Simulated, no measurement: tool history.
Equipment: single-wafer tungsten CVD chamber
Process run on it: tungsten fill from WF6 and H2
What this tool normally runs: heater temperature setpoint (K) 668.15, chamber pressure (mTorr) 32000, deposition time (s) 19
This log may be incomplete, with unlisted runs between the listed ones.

run	day	heater temperature setpoint (K)	chamber pressure (mTorr)	deposition time (s)	read-back reference wafer on the same gauge, thickness_nm	mean film thickness on the monitor wafer (nm)
1	0	668.15	32000	19	42.402	51.739
2	2.812	668.15	32000	19	42.376	51.845
3	5.671	668.15	32000	19	42.416	51.95
4	8.204	668.15	36900	19	42.48	54.89
5	10.283	668.15	36900	19	42.364	54.876
6	12.329	675.15	32000	19	42.45	58.714
7	14.271	671.15	32000	19	42.422	54.967
8	16.242	671.15	32000	19	42.423	54.944
9	18.358	671.15	32000	19	42.424	54.811
10	20.45	673.15	32000	19	42.462	56.875
11	22.871	668.15	29000	19	42.373	50.797
12	24.9	668.15	27100	21.1	42.375	54.799
# day 27.162: capacitance manometer re-zeroed and calibrated
13	27.188	668.15	27100	21.1	42.313	54.381
14	30.158	663.15	32000	17.1	42.446	43.654
15	33.05	664.15	26100	16.5	42.333	39.362
# day 34.342: gauge calibrated
16	35.746	658.15	27000	15.2	42.381	33.397
17	39.692	668.15	34000	17.1	42.441	48.647
18	42.458	654.15	25000	15.9	42.36	31.471
19	46.779	668.15	32000	16.2	42.459	45.42
# day 48.388: thermocouple changed; heater temperature recalibrated
20	48.992	668.15	32000	20.2	42.344	53.359
21	50.729	658.15	28900	16.1	42.431	34.734
22	53.838	679.15	36900	19	42.383	63.968
# day 55.542: showerhead replaced
23	55.562	674.15	28300	16	42.405	45.41
24	58.896	668.15	36900	19	42.4	54.961
25	60.571	668.15	32000	19	42.361	52.113
26	63	668.15	24500	16.2	42.385	39.733

Run 27 is up next; what results do you expect?
27	74.683	668.15	32000	19	?	?

For run 27 the tool returned read-back reference wafer on the same gauge, thickness_nm 42.362, mean film thickness on the monitor wafer (nm) 52.349.
On a tool with no hidden condition, and with the same random variation, this run would have come out at mean film thickness on the monitor wafer (nm) 50.388.
